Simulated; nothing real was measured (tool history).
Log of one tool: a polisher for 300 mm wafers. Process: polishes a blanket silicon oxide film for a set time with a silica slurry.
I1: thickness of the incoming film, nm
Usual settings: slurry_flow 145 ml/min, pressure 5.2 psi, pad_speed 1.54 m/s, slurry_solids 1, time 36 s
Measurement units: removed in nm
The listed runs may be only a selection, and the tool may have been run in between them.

Run 1, hour 0: usual settings but slurry_flow 185 ml/min, pressure 6.9 psi; I1 771. Result: removed 306.6 nm.
Run 2, hour 61.4: usual settings but slurry_flow 130 ml/min; I1 757.9. Result: removed 221.6 nm.
Run 3, hour 116.4: usual settings; I1 763.1. Result: removed 226.3 nm.
Run 4, hour 145.6: usual settings; I1 757.3. Result: removed 222.8 nm.
Run 5, hour 194.5: usual settings but slurry_flow 165 ml/min, slurry_solids 0.75; I1 767.3. Result: removed 186.8 nm.
Run 6, hour 235.1: usual settings but slurry_flow 95 ml/min, slurry_solids 0.8, time 41 s; I1 761.1. Result: removed 198.1 nm.
Run 7, hour 288.7: usual settings but pressure 4.1 psi; I1 758.4. Result: removed 176.7 nm.
Run 8, hour 331.6: usual settings but pressure 6.3 psi, pad_speed 1.9 m/s, time 43 s; I1 783.3. Result: removed 362.4 nm.
Run 9, hour 373.7: usual settings; I1 776.7. Result: removed 226.7 nm.
Run 10, hour 441.5: usual settings but pressure 3.4 psi, slurry_solids 1.15; I1 767.5. Result: removed 159.9 nm.
Run 11, hour 488: usual settings; I1 775.2. Result: removed 224.8 nm.
Run 12, hour 536.4: usual settings but pressure 4.1 psi; I1 769.1. Result: removed 178 nm.
Run 13, hour 682.8: usual settings but slurry_flow 170 ml/min, slurry_solids 0.75; I1 772.8. Result: removed 187.1 nm.
Run 14, hour 830.5: usual settings; I1 756.4. Result: removed 225.4 nm.
Run 15, hour 864: usual settings but pressure 6 psi, time 28 s; I1 769.9. Result: removed 199.3 nm.
Run 16, hour 929.6: usual settings but pressure 5.8 psi, pad_speed 1.86 m/s; I1 777.7. Result: removed 278.2 nm.
Run 17, hour 988.8: usual settings but pressure 4.4 psi; I1 776.9. Result: removed 194 nm.
Run 18, hour 1033.8: usual settings but pressure 5.8 psi, pad_speed 1.86 m/s; I1 771.5. Result: removed 276.4 nm.
Run 19, hour 1065.6: usual settings but slurry_flow 185 ml/min; I1 767.6. Result: removed 235 nm.
Run 20, hour 1116.1: usual settings but slurry_flow 180 ml/min, pad_speed 1.2 m/s, slurry_solids 0.85; I1 764.6. Result: removed 188.1 nm.
Run 21, hour 1141.6: usual settings but pressure 6.3 psi, time 23 s; I1 776.3. Result: removed 173.4 nm.
Run 22, hour 1191.9: usual settings but pad_speed 1.68 m/s; I1 765.1. Result: removed 232.8 nm.
Run 23, hour 1221.2: usual settings; I1 772.4. Result: removed 225 nm.
Run 24, hour 1289.3: usual settings but time 29 s; I1 770.5. Result: removed 182.5 nm.

Put back what was entered between runs (10 entries, withheld): which listed runs does each sit between, and how does the hidden state differ from the listed run before to the listed run after?
Logged between run 1 and run 2: head pressure recalibrated (hour 2.7)
  both runs share identical hidden conditions
Logged between run 7 and run 8: slurry blender recalibrated (hour 301.6)
  both runs share identical hidden conditions
Logged between run 11 and run 12: conditioning disc replaced and pad reconditioned (hour 516.2); slurry nozzle cleaned (hour 523.9); worn pad replaced by a new one (hour 527.7)
  both runs share identical hidden conditions
Logged between run 15 and run 16: slurry blender recalibrated (hour 898.6)
  both runs share identical hidden conditions
Logged between run 18 and run 19: conditioning disc replaced and pad reconditioned (hour 1060.5)
  both runs share identical hidden conditions
Logged between run 19 and run 20: worn pad replaced by a new one (hour 1115.6)
  both runs share identical hidden conditions
Logged between run 21 and run 22: head pressure recalibrated (hour 1159.9)
  both runs share identical hidden conditions
Logged between run 23 and run 24: slurry nozzle cleaned (hour 1236.3)
  both runs share identical hidden conditions
